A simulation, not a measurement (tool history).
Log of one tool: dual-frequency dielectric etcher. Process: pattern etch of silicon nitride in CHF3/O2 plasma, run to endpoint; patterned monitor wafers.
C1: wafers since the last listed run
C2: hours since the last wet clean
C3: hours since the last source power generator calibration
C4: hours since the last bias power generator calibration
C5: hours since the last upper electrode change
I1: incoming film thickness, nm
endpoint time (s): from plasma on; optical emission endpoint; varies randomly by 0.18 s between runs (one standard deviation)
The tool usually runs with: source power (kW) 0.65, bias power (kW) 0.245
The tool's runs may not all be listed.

{"run": 1, "hour": 0.0, "source power (kW)": 0.65, "bias power (kW)": 0.245, "C1": 0, "C2": 206.2, "C3": 2063.7, "C4": 3468.5, "C5": 2154.1, "I1": 89.2, "endpoint time (s)": 51.9}
{"run": 2, "hour": 13.8, "source power (kW)": 0.72, "bias power (kW)": 0.245, "C1": 122, "C2": 220, "C3": 2077.5, "C4": 3482.3, "C5": 2167.9, "I1": 88.8, "endpoint time (s)": 48.4}
{"run": 3, "hour": 38.6, "source power (kW)": 0.65, "bias power (kW)": 0.245, "C1": 220, "C2": 244.8, "C3": 2102.3, "C4": 3507.1, "C5": 2192.7, "I1": 88.7, "endpoint time (s)": 51.8}
{"run": 4, "hour": 73.5, "source power (kW)": 0.65, "bias power (kW)": 0.245, "C1": 310, "C2": 279.7, "C3": 2137.2, "C4": 3542, "C5": 2227.6, "I1": 89.6, "endpoint time (s)": 52}
{"run": 5, "hour": 91.5, "source power (kW)": 0.65, "bias power (kW)": 0.262, "C1": 160, "C2": 297.7, "C3": 2155.2, "C4": 3560, "C5": 2245.6, "I1": 90.3, "endpoint time (s)": 51.2}
{"run": 6, "hour": 110.2, "source power (kW)": 0.59, "bias power (kW)": 0.245, "C1": 166, "C2": 316.4, "C3": 2173.9, "C4": 3578.7, "C5": 2264.3, "I1": 88.7, "endpoint time (s)": 54.8}
{"run": 7, "hour": 135.0, "source power (kW)": 0.65, "bias power (kW)": 0.259, "C1": 220, "C2": 341.2, "C3": 2198.7, "C4": 3603.5, "C5": 2289.1, "I1": 89.7, "endpoint time (s)": 51.1}
{"run": 8, "hour": 150.6, "source power (kW)": 0.65, "bias power (kW)": 0.259, "C1": 138, "C2": 356.8, "C3": 2214.3, "C4": 3619.1, "C5": 2304.7, "I1": 88.4, "endpoint time (s)": 50.4}
{"run": 9, "hour": 183.9, "source power (kW)": 0.65, "bias power (kW)": 0.245, "C1": 296, "C2": 390.1, "C3": 2247.6, "C4": 3652.4, "C5": 2338, "I1": 89.1, "endpoint time (s)": 51.7}
{"run": 10, "hour": 210.7, "source power (kW)": 0.65, "bias power (kW)": 0.245, "C1": 238, "C2": 416.9, "C3": 2274.4, "C4": 3679.2, "C5": 2364.8, "I1": 90, "endpoint time (s)": 52.6}
{"hour": 236.5, "done": "wet clean of the chamber"}
{"run": 11, "hour": 237.0, "source power (kW)": 0.65, "bias power (kW)": 0.245, "C1": 20, "C2": 0.5, "C3": 2300.7, "C4": 3705.5, "C5": 2391.1, "I1": 88.9, "endpoint time (s)": 51.8}
{"run": 12, "hour": 249.5, "source power (kW)": 0.65, "bias power (kW)": 0.245, "C1": 111, "C2": 13, "C3": 2313.2, "C4": 3718, "C5": 2403.6, "I1": 89.6, "endpoint time (s)": 52.3}
{"run": 13, "hour": 269.1, "source power (kW)": 0.55, "bias power (kW)": 0.245, "C1": 174, "C2": 32.6, "C3": 2332.8, "C4": 3737.6, "C5": 2423.2, "I1": 88.6, "endpoint time (s)": 57}
{"run": 14, "hour": 296.5, "source power (kW)": 0.55, "bias power (kW)": 0.245, "C1": 243, "C2": 60, "C3": 2360.2, "C4": 3765, "C5": 2450.6, "I1": 89.2, "endpoint time (s)": 57.7}
{"run": 15, "hour": 325.6, "source power (kW)": 0.65, "bias power (kW)": 0.271, "C1": 258, "C2": 89.1, "C3": 2389.3, "C4": 3794.1, "C5": 2479.7, "I1": 89.8, "endpoint time (s)": 50.1}
{"run": 16, "hour": 352.6, "source power (kW)": 0.65, "bias power (kW)": 0.271, "C1": 240, "C2": 116.1, "C3": 2416.3, "C4": 3821.1, "C5": 2506.7, "I1": 88.6, "endpoint time (s)": 49.4}
{"run": 17, "hour": 369.6, "source power (kW)": 0.52, "bias power (kW)": 0.245, "C1": 151, "C2": 133.1, "C3": 2433.3, "C4": 3838.1, "C5": 2523.7, "I1": 89.7, "endpoint time (s)": 60.5}
{"run": 18, "hour": 392.7, "source power (kW)": 0.65, "bias power (kW)": 0.245, "C1": 205, "C2": 156.2, "C3": 2456.4, "C4": 3861.2, "C5": 2546.8, "I1": 89.5, "endpoint time (s)": 52.2}
{"run": 19, "hour": 410.1, "source power (kW)": 0.65, "bias power (kW)": 0.271, "C1": 154, "C2": 173.6, "C3": 2473.8, "C4": 3878.6, "C5": 2564.2, "I1": 88.9, "endpoint time (s)": 50}
{"run": 20, "hour": 430.2, "source power (kW)": 0.56, "bias power (kW)": 0.245, "C1": 178, "C2": 193.7, "C3": 2493.9, "C4": 3898.7, "C5": 2584.3, "I1": 89.8, "endpoint time (s)": 57.4}
{"run": 21, "hour": 447.4, "source power (kW)": 0.65, "bias power (kW)": 0.245, "C1": 152, "C2": 210.9, "C3": 2511.1, "C4": 3915.9, "C5": 2601.5, "I1": 89.9, "endpoint time (s)": 52.1}
{"hour": 478.5, "done": "source power generator calibrated"}
{"run": 22, "hour": 479.3, "source power (kW)": 0.65, "bias power (kW)": 0.262, "C1": 248, "C2": 242.8, "C3": 0.8, "C4": 3947.8, "C5": 2633.4, "I1": 89, "endpoint time (s)": 50.1}

Predict the results of run 23:
{"run": 23, "hour": 512.0, "source power (kW)": 0.49, "bias power (kW)": 0.192, "C1": 290, "C2": 275.5, "C3": 33.5, "C4": 3980.5, "C5": 2666.1, "I1": 89.1, "endpoint time (s)": "?"}

endpoint time (s): 69
With no hidden state in the tool, this same run would have given endpoint time (s) 69.
